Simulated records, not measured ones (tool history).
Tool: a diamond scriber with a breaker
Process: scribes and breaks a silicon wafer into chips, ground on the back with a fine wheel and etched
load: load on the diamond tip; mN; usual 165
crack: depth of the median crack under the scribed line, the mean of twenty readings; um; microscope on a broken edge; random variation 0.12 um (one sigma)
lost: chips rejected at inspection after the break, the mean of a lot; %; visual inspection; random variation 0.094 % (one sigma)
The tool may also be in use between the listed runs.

run    hour  load  incoming depth of the damage left on the back of the incoming wafer, um  crack   lost
  1     0.0   165                                                                     0.60   7.94   2.05
  2    54.2   165                                                                     0.43   7.89   2.32
  3    97.1   165                                                                     0.44   7.84   2.26
      118.2  -- load on the tip recalibrated
  4   128.1   204                                                                     0.66   9.06   7.24
  5   187.6   204                                                                     0.75   9.17   8.65
  6   254.0   204                                                                     0.54   9.35   9.55
  7   321.0   165                                                                     0.51   7.69   1.61
  8   366.5   192                                                                     0.35   8.96   6.63
  9   438.3   192                                                                     0.30   9.14   7.77
 10   505.3   192                                                                     0.39   9.23   9.00
 11   530.4   183                                                                     0.58   8.57   5.46
 12   580.2   183                                                                     0.69   8.75   5.84
 13   640.4   176                                                                     0.65   8.28   4.62
 14   688.7   165                                                                     0.66   7.93   2.81
 15   748.4   195                                                                     0.53   9.29   9.95
 16   804.2   211                                                                     0.58  10.04  14.06
      812.4  -- load on the tip recalibrated
      814.8  -- diamond tip replaced by a new one
 17   873.2   197                                                                     0.41   7.05   1.24
 18   916.8   203                                                                     0.34   7.30   1.35
 19   988.1   125                                                                     0.32   4.38  24.74
 20  1051.8   199                                                                     0.53   7.36   1.49
 21  1091.6   165                                                                     0.31   6.37   3.52
 22  1129.3   136                                                                     0.73   4.94  13.88
     1178.2  -- load on the tip recalibrated, repeated, since the last time left the tool worse
 23  1187.9   149                                                                     0.50   6.44   2.80
 24  1252.5   187                                                                     0.73   8.24   3.55
 25  1316.7   184                                                                     0.46   8.15   3.97
 26  1353.9   128                                                                     0.47   5.76   8.05
 27  1424.0   165                                                                     0.33   7.60   1.67
 28  1467.4   165                                                                     0.32   7.53   1.93

5 ways to go on from here, each from the tool as it stands after run 28. What would each give?
  A  1468.0   118                                                                     0.76      ?     ?
  B  1468.0   181                                                                     0.76      ?     ?
  C  1468.0   132                                                                     0.76      ?     ?
  D  1468.0   182                                                                     0.76      ?     ?
  E  1468.0   131                                                                     0.76      ?     ?

run  crack   lost
  A   5.26  14.29
  B   8.65   4.71
  C   6.10   5.60
  D   8.70   4.93
  E   6.04   6.03
Without the tool's hidden state the same runs would have given:
run  crack   lost
  A   4.91  19.77
  B   8.07   2.50
  C   5.68   9.23
  D   8.11   2.63
  E   5.63   9.80

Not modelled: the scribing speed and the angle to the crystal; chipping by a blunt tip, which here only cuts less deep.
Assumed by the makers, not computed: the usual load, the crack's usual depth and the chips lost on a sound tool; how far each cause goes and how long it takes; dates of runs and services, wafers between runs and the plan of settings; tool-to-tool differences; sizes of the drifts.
